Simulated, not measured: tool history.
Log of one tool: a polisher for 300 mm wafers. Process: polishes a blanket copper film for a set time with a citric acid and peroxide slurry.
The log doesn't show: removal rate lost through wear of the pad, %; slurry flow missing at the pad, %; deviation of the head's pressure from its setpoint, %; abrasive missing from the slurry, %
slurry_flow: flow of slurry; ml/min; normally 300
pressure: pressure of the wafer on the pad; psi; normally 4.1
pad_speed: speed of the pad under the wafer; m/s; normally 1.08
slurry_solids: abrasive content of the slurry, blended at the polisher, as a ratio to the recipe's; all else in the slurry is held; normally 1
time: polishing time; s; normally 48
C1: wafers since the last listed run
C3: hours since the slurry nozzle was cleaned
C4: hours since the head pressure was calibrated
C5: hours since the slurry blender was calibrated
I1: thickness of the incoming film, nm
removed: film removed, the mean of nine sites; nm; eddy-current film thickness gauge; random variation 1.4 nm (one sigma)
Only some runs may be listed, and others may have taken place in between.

run 1 day=0 | slurry_flow=300 pressure=4.1 pad_speed=1.08 slurry_solids=1 time=48 | C1=0 wafers_polished_on_this_pad=412 C3=641.7 C4=3.6 C5=169.2 | I1=793.5 | removed=173.3
run 2 day=2.746 | slurry_flow=300 pressure=4.1 pad_speed=1.08 slurry_solids=1.2 time=48 | C1=582 wafers_polished_on_this_pad=994 C3=707.6 C4=69.5 C5=235.1 | I1=814 | removed=174.9
run 3 day=4.896 | slurry_flow=300 pressure=4.1 pad_speed=1.08 slurry_solids=1 time=48 | C1=455 wafers_polished_on_this_pad=1450 C3=759.2 C4=121.1 C5=286.7 | I1=815.4 | removed=171.4
-- day=5.383 slurry nozzle cleaned
-- day=7.067 slurry blender recalibrated
run 4 day=7.683 | slurry_flow=300 pressure=4.1 pad_speed=1.08 slurry_solids=1 time=48 | C1=564 wafers_polished_on_this_pad=2015 C3=55.2 C4=188 C5=14.8 | I1=804 | removed=178.5
-- day=9.367 worn pad replaced by a new one
run 5 day=10.408 | slurry_flow=300 pressure=4.1 pad_speed=1.08 slurry_solids=1 time=48 | C1=542 wafers_polished_on_this_pad=221 C3=120.6 C4=253.4 C5=80.2 | I1=816.1 | removed=173.7
run 6 day=11.9 | slurry_flow=300 pressure=4.1 pad_speed=1.08 slurry_solids=1 time=48 | C1=316 wafers_polished_on_this_pad=537 C3=156.4 C4=289.2 C5=116 | I1=817.8 | removed=174.1
run 7 day=12.971 | slurry_flow=300 pressure=3.5 pad_speed=1.08 slurry_solids=1 time=48 | C1=227 wafers_polished_on_this_pad=764 C3=182.1 C4=314.9 C5=141.7 | I1=804.1 | removed=154.6
run 8 day=14.688 | slurry_flow=300 pressure=3.5 pad_speed=1.08 slurry_solids=1 time=48 | C1=364 wafers_polished_on_this_pad=1128 C3=223.3 C4=356.1 C5=182.9 | I1=810 | removed=152.5
run 9 day=16.242 | slurry_flow=300 pressure=3.5 pad_speed=1.08 slurry_solids=1 time=48 | C1=329 wafers_polished_on_this_pad=1458 C3=260.6 C4=393.4 C5=220.2 | I1=812.1 | removed=151.3
run 10 day=17.833 | slurry_flow=300 pressure=4.1 pad_speed=1.08 slurry_solids=1 time=48 | C1=337 wafers_polished_on_this_pad=1795 C3=298.8 C4=431.6 C5=258.4 | I1=814.6 | removed=171.9
-- day=19.117 worn pad replaced by a new one
run 11 day=19.796 | slurry_flow=300 pressure=4.1 pad_speed=1.08 slurry_solids=1 time=48 | C1=380 wafers_polished_on_this_pad=143 C3=345.9 C4=478.7 C5=305.5 | I1=809.7 | removed=171.3
run 12 day=22.054 | slurry_flow=300 pressure=4.1 pad_speed=1.08 slurry_solids=1 time=48 | C1=478 wafers_polished_on_this_pad=622 C3=400.1 C4=532.9 C5=359.7 | I1=812 | removed=168.7
-- day=22.371 slurry blender recalibrated
run 13 day=23.362 | slurry_flow=300 pressure=4.1 pad_speed=1.36 slurry_solids=1 time=48 | C1=259 wafers_polished_on_this_pad=882 C3=431.5 C4=564.3 C5=23.8 | I1=809.5 | removed=212.4
run 14 day=25.675 | slurry_flow=300 pressure=5 pad_speed=1.08 slurry_solids=1 time=48 | C1=490 wafers_polished_on_this_pad=1373 C3=487 C4=619.8 C5=79.3 | I1=809.9 | removed=205.6
run 15 day=26.779 | slurry_flow=300 pressure=5 pad_speed=1.08 slurry_solids=1 time=48 | C1=234 wafers_polished_on_this_pad=1607 C3=513.5 C4=646.3 C5=105.8 | I1=803 | removed=207
run 16 day=29.142 | slurry_flow=300 pressure=4.1 pad_speed=0.78 slurry_solids=1 time=37 | C1=501 wafers_polished_on_this_pad=2108 C3=570.2 C4=703 C5=162.5 | I1=821.4 | removed=106.9
-- day=29.754 worn pad replaced by a new one, of another model than before
run 17 day=30.888 | slurry_flow=300 pressure=4.1 pad_speed=1.36 slurry_solids=1 time=48 | C1=334 wafers_polished_on_this_pad=240 C3=612.1 C4=744.9 C5=204.4 | I1=820.6 | removed=199.4
run 18 day=32.175 | slurry_flow=300 pressure=4.1 pad_speed=1.36 slurry_solids=1 time=48 | C1=273 wafers_polished_on_this_pad=513 C3=643 C4=775.8 C5=235.3 | I1=806 | removed=197.9
run 19 day=34.971 | slurry_flow=355 pressure=4.1 pad_speed=1.08 slurry_solids=1.1 time=48 | C1=592 wafers_polished_on_this_pad=1106 C3=710.1 C4=842.9 C5=302.4 | I1=793.4 | removed=176.5
-- day=35.346 head pressure recalibrated
-- day=36.85 slurry blender recalibrated
run 20 day=37.062 | slurry_flow=300 pressure=4.1 pad_speed=0.84 slurry_solids=1.15 time=55 | C1=408 wafers_polished_on_this_pad=1514 C3=760.3 C4=41.2 C5=5.1 | I1=807.6 | removed=180.7
run 21 day=38.133 | slurry_flow=300 pressure=2.9 pad_speed=1.08 slurry_solids=0.75 time=48 | C1=227 wafers_polished_on_this_pad=1741 C3=786 C4=66.9 C5=30.8 | I1=797.9 | removed=148.4
run 22 day=40.333 | slurry_flow=300 pressure=4.1 pad_speed=1.08 slurry_solids=1 time=48 | C1=466 wafers_polished_on_this_pad=2207 C3=838.8 C4=119.7 C5=83.6 | I1=809.9 | removed=175.4
run 23 day=41.971 | slurry_flow=300 pressure=4.1 pad_speed=1.34 slurry_solids=1.1 time=48 | C1=347 wafers_polished_on_this_pad=2555 C3=878.1 C4=159 C5=122.9 | I1=809 | removed=200.3
-- day=42.175 worn pad replaced by a new one
-- day=43.45 slurry nozzle cleaned
run 24 day=43.638 | slurry_flow=300 pressure=4.1 pad_speed=1.08 slurry_solids=1.2 time=32 | C1=309 wafers_polished_on_this_pad=301 C3=4.5 C4=199 C5=162.9 | I1=815.1 | removed=119.6

The next listed run, before its measurement:
run 25 day=45.525 | slurry_flow=380 pressure=3.1 pad_speed=1.08 slurry_solids=0.7 time=36 | C1=400 wafers_polished_on_this_pad=701 C3=49.8 C4=244.3 C5=208.2 | I1=813.2 | removed=?

{"run 25": {"removed": 115.9}}
If the tool had no hidden condition, the same run with the same run-to-run variation would have returned removed 118.8 nm.

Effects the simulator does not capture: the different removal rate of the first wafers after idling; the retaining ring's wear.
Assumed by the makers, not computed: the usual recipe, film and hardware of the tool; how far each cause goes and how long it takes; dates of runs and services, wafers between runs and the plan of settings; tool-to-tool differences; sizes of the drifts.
